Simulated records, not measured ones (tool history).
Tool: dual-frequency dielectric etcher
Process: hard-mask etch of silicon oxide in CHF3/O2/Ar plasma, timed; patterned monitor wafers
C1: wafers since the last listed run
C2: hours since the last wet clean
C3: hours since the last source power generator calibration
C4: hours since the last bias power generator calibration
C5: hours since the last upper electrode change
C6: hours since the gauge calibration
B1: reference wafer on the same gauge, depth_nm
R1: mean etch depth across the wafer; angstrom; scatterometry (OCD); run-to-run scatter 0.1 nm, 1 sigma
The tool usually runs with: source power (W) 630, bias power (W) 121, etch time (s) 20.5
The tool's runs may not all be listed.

Run 1, hour 0.0: usual settings; C1 0; C2 278.4; C3 1558.1; C4 1001.3; C5 4102.5; C6 1166.1; B1 33.19. Result: R1 353.4 angstrom.
Run 2, hour 71.7: usual settings; C1 1401; C2 350.1; C3 1629.8; C4 1073.0; C5 4174.2; C6 1237.8; B1 33.20. Result: R1 353.3 angstrom.
Run 3, hour 98.4: usual settings; C1 521; C2 376.8; C3 1656.5; C4 1099.7; C5 4200.9; C6 1264.5; B1 33.21. Result: R1 354.5 angstrom.
At hour 186.3: source power generator calibrated.
At hour 188.2: gauge calibrated.
At hour 203.2: wet clean of the chamber.
Run 4, hour 304.9: usual settings but etch time (s) 24.0; C1 3625; C2 101.7; C3 118.6; C4 1306.2; C5 4407.4; C6 116.7; B1 33.21. Result: R1 411.2 angstrom.
Run 5, hour 376.6: usual settings but etch time (s) 24.0; C1 1401; C2 173.4; C3 190.3; C4 1377.9; C5 4479.1; C6 188.4; B1 33.21. Result: R1 411.4 angstrom.
Run 6, hour 407.3: usual settings but etch time (s) 16.0; C1 599; C2 204.1; C3 221.0; C4 1408.6; C5 4509.8; C6 219.1; B1 33.19. Result: R1 274.0 angstrom.
Run 7, hour 462.4: usual settings but etch time (s) 16.0; C1 1076; C2 259.2; C3 276.1; C4 1463.7; C5 4564.9; C6 274.2; B1 33.21. Result: R1 275.8 angstrom.
Run 8, hour 625.4: usual settings but bias power (W) 113; C1 3185; C2 422.2; C3 439.1; C4 1626.7; C5 4727.9; C6 437.2; B1 33.22. Result: R1 347.8 angstrom.
Run 9, hour 654.6: usual settings but source power (W) 500, bias power (W) 150, etch time (s) 18.0; C1 570; C2 451.4; C3 468.3; C4 1655.9; C5 4757.1; C6 466.4; B1 33.21. Result: R1 307.8 angstrom.
At hour 695.0: wet clean of the chamber.
Run 10, hour 695.5: usual settings but source power (W) 540, bias power (W) 103, etch time (s) 18.0; C1 330; C2 0.5; C3 509.2; C4 1696.8; C5 4798.0; C6 507.3; B1 33.20. Result: R1 279.9 angstrom.
Run 11, hour 735.8: usual settings but source power (W) 770, bias power (W) 145, etch time (s) 17.5; C1 787; C2 40.8; C3 549.5; C4 1737.1; C5 4838.3; C6 547.6; B1 33.17. Result: R1 329.9 angstrom.
Run 12, hour 809.2: usual settings but etch time (s) 22.0; C1 1434; C2 114.2; C3 622.9; C4 1810.5; C5 4911.7; C6 621.0; B1 33.20. Result: R1 374.7 angstrom.
Run 13, hour 855.2: usual settings; C1 898; C2 160.2; C3 668.9; C4 1856.5; C5 4957.7; C6 667.0; B1 33.23. Result: R1 349.2 angstrom.
Run 14, hour 888.9: usual settings but source power (W) 570, bias power (W) 138, etch time (s) 26.0; C1 658; C2 193.9; C3 702.6; C4 1890.2; C5 4991.4; C6 700.7; B1 33.16. Result: R1 445.5 angstrom.
Run 15, hour 938.4: usual settings but source power (W) 770, etch time (s) 18.0; C1 967; C2 243.4; C3 752.1; C4 1939.7; C5 5040.9; C6 750.2; B1 33.22. Result: R1 325.7 angstrom.
At hour 972.4: upper electrode replaced.
At hour 1065.1: bias power generator calibrated.
At hour 1102.1: wet clean of the chamber.
Run 16, hour 1102.6: usual settings but source power (W) 500, bias power (W) 112; C1 2192; C2 0.5; C3 916.3; C4 37.5; C5 130.2; C6 914.4; B1 33.23. Result: R1 322.6 angstrom.
Run 17, hour 1173.4: usual settings; C1 1383; C2 71.3; C3 987.1; C4 108.3; C5 201.0; C6 985.2; B1 33.24. Result: R1 351.8 angstrom.
Run 18, hour 1201.3: usual settings but bias power (W) 150; C1 545; C2 99.2; C3 1015.0; C4 136.2; C5 228.9; C6 1013.1; B1 33.22. Result: R1 371.9 angstrom.
Run 19, hour 1249.6: usual settings but source power (W) 480, bias power (W) 130, etch time (s) 18.5; C1 943; C2 147.5; C3 1063.3; C4 184.5; C5 277.2; C6 1061.4; B1 33.17. Result: R1 298.6 angstrom.
Run 20, hour 1293.3: usual settings; C1 853; C2 191.2; C3 1107.0; C4 228.2; C5 320.9; C6 1105.1; B1 33.22. Result: R1 354.4 angstrom.
Run 21, hour 1348.2: usual settings; C1 1072; C2 246.1; C3 1161.9; C4 283.1; C5 375.8; C6 1160.0; B1 33.19. Result: R1 352.5 angstrom.
Run 22, hour 1408.7: usual settings but source power (W) 710, bias power (W) 101, etch time (s) 16.0; C1 1182; C2 306.6; C3 1222.4; C4 343.6; C5 436.3; C6 1220.5; B1 33.16. Result: R1 273.5 angstrom.
Run 23, hour 1436.9: usual settings but bias power (W) 94; C1 551; C2 334.8; C3 1250.6; C4 371.8; C5 464.5; C6 1248.7; B1 33.21. Result: R1 333.8 angstrom.
At hour 1509.9: wet clean of the chamber.
Run 24, hour 1510.4: usual settings but source power (W) 780, bias power (W) 108, etch time (s) 18.0; C1 967; C2 0.5; C3 1324.1; C4 445.3; C5 538.0; C6 1322.2; B1 33.23. Result: R1 319.2 angstrom.
Run 25, hour 1553.3: usual settings but source power (W) 750; C1 838; C2 43.4; C3 1367.0; C4 488.2; C5 580.9; C6 1365.1; B1 33.19. Result: R1 368.4 angstrom.
Run 26, hour 1590.7: usual settings; C1 730; C2 80.8; C3 1404.4; C4 525.6; C5 618.3; C6 1402.5; B1 33.19. Result: R1 350.3 angstrom.
Run 27, hour 1635.4: usual settings but bias power (W) 109, etch time (s) 18.0; C1 873; C2 125.5; C3 1449.1; C4 570.3; C5 663.0; C6 1447.2; B1 33.20. Result: R1 300.7 angstrom.
Run 28, hour 1697.7: usual settings; C1 1217; C2 187.8; C3 1511.4; C4 632.6; C5 725.3; C6 1509.5; B1 33.20. Result: R1 351.3 angstrom.

Hidden state at the last listed run before each entry between runs and at the first one after, where it differs:
From run 3 to run 4: source power generator calibrated (hour 186.3); gauge calibrated (hour 188.2); wet clean of the chamber (hour 203.2)
  etch rate over this chamber's usual, %: 1.41 -> 0.417; bias power that arrives over what is set, %: -0.738 -> -1.29
  measured result minus the result with no hidden state, R1: +4.3 -> +0.4 angstrom
From run 9 to run 10: wet clean of the chamber (hour 695.0)
  etch rate over this chamber's usual, %: 1.72 -> -0.27; bias power that arrives over what is set, %: -2.43 -> -2.58
  measured result minus the result with no hidden state, R1: +3.3 -> -2.6 angstrom
From run 15 to run 16: upper electrode replaced (hour 972.4); bias power generator calibrated (hour 1065.1); wet clean of the chamber (hour 1102.1)
  etch rate over this chamber's usual, %: 0.635 -> 0.0522; bias power that arrives over what is set, %: -3.56 -> -0.154
  measured result minus the result with no hidden state, R1: -0.8 -> +0.0 angstrom
From run 23 to run 24: wet clean of the chamber (hour 1509.9)
  etch rate over this chamber's usual, %: 1.3 -> -0.167; bias power that arrives over what is set, %: -0.305 -> -0.372
  measured result minus the result with no hidden state, R1: +4.0 -> -0.9 angstrom
